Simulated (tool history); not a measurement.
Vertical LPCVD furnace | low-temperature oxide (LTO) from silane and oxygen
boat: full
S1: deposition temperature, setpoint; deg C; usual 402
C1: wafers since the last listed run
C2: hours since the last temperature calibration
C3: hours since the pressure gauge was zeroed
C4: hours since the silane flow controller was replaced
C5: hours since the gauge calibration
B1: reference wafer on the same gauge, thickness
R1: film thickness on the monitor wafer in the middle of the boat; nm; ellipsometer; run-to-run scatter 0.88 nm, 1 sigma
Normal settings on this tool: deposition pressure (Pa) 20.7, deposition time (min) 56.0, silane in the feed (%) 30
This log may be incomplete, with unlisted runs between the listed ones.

Run 1, day 0.000: usual settings but deposition pressure (Pa) 16.7; C1 0; C2 1482.9; C3 1435.3; C4 5330.9; C5 141.7; B1 317.11. Result: R1 251.39 nm.
Run 2, day 1.392: usual settings but deposition pressure (Pa) 16.7; C1 448; C2 1516.3; C3 1468.7; C4 5364.3; C5 175.1; B1 317.02. Result: R1 250.89 nm.
Run 3, day 2.717: usual settings but deposition pressure (Pa) 16.7; C1 427; C2 1548.1; C3 1500.5; C4 5396.1; C5 206.9; B1 317.25. Result: R1 251.12 nm.
Run 4, day 3.629: usual settings; C1 294; C2 1570.0; C3 1522.4; C4 5418.0; C5 228.8; B1 317.04. Result: R1 309.26 nm.
Run 5, day 5.121: usual settings; C1 481; C2 1605.8; C3 1558.2; C4 5453.8; C5 264.6; B1 316.75. Result: R1 309.12 nm.
Run 6, day 5.921: usual settings; C1 258; C2 1625.0; C3 1577.4; C4 5473.0; C5 283.8; B1 316.98. Result: R1 309.50 nm.
Run 7, day 7.017: usual settings; C1 353; C2 1651.3; C3 1603.7; C4 5499.3; C5 310.1; B1 317.09. Result: R1 309.05 nm.
At day 8.171: pressure gauge zeroed.
Run 8, day 8.192: usual settings but deposition pressure (Pa) 22.0, deposition time (min) 41.5; C1 56; C2 1679.5; C3 0.5; C4 5527.5; C5 338.3; B1 317.12. Result: R1 232.32 nm.
At day 9.383: thermocouples replaced and temperature profile calibrated.
Run 9, day 10.646: usual settings but deposition pressure (Pa) 16.7; C1 469; C2 30.3; C3 59.4; C4 5586.4; C5 397.2; B1 316.87. Result: R1 238.53 nm.
Run 10, day 12.021: usual settings but S1 408 deg C, deposition time (min) 65.5, silane in the feed (%) 27; C1 443; C2 63.3; C3 92.4; C4 5619.4; C5 430.2; B1 317.07. Result: R1 317.77 nm.
At day 13.529: silane flow controller replaced.
Run 11, day 13.550: usual settings but S1 411 deg C, deposition pressure (Pa) 23.3, silane in the feed (%) 26; C1 170; C2 100.0; C3 129.1; C4 0.5; C5 466.9; B1 317.04. Result: R1 298.28 nm.
Run 12, day 14.050: usual settings but deposition pressure (Pa) 17.3; C1 161; C2 112.0; C3 141.1; C4 12.5; C5 478.9; B1 316.95. Result: R1 247.50 nm.

Predict the results of run 13:
At day 14.671: gauge calibrated.
Run 13, day 15.958: usual settings but S1 410 deg C, deposition pressure (Pa) 15.3; C1 615; C2 157.8; C3 186.9; C4 58.3; C5 30.9; B1 ?. Result: R1 ?.

{"run 13": {"B1": 317.3, "R1": 240.93}}
On a tool with no hidden condition, and with the same random variation, this run would have come out at R1 238.57 nm.

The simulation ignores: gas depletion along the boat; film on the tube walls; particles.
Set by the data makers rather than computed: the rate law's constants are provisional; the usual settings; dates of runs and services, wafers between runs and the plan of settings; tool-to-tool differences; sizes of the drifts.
